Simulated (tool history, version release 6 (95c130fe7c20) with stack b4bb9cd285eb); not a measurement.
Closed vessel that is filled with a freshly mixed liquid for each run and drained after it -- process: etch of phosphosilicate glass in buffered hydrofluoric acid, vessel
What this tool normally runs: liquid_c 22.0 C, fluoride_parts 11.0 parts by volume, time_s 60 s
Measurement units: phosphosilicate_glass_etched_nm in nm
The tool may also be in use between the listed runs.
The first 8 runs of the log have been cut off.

run    hour  liquid_c  fluoride_parts  time_s  read-back film thickness of the phosphosilicate glass reference wafer, read on the same gauge (nm)  phosphosilicate_glass_etched_nm
  9   754.5      22.0            11.0      60                                                                                              130.01                           368.42
      790.7  -- hydrofluoric acid flow meter replaced
 10   858.3      22.0            11.0      60                                                                                              130.01                           381.88
 11  1109.4      22.0            11.0      60                                                                                              130.01                           384.69
 12  1146.9      22.0            11.0      60                                                                                              129.98                           385.44
 13  1211.7      17.0            14.5      40                                                                                              130.02                           148.14
     1216.3  -- gauge calibrated
 14  1283.1      17.5            12.5      60                                                                                              129.98                           267.73
 15  1350.4      18.0            11.0      75                                                                                              129.99                           386.77
     1392.5  -- hydrofluoric acid flow meter replaced, repeated, since the last time left the tool worse
 16  1413.8      23.5            13.0      90                                                                                              130.01                           489.73
 17  1457.4      20.0             8.0      60                                                                                              129.97                           420.20
 18  1494.4      22.0            10.0      60                                                                                              130.00                           386.29
 19  1589.3      17.0            14.5      60                                                                                              129.99                           204.67
 20  1665.2      20.0             7.0      80                                                                                              130.01                           654.38

What does the tool deliver on the next run?
     1721.0  -- thermometer replaced
 21  1766.8      22.0            11.0      50                                                                                                   ?                                ?

read-back film thickness of the phosphosilicate glass reference wafer, read on the same gauge (nm): 129.98
phosphosilicate_glass_etched_nm: 297.11 nm
Take away the tool's hidden state, keep the run-to-run variation as it was, and the same run would have given phosphosilicate_glass_etched_nm 289.86 nm.
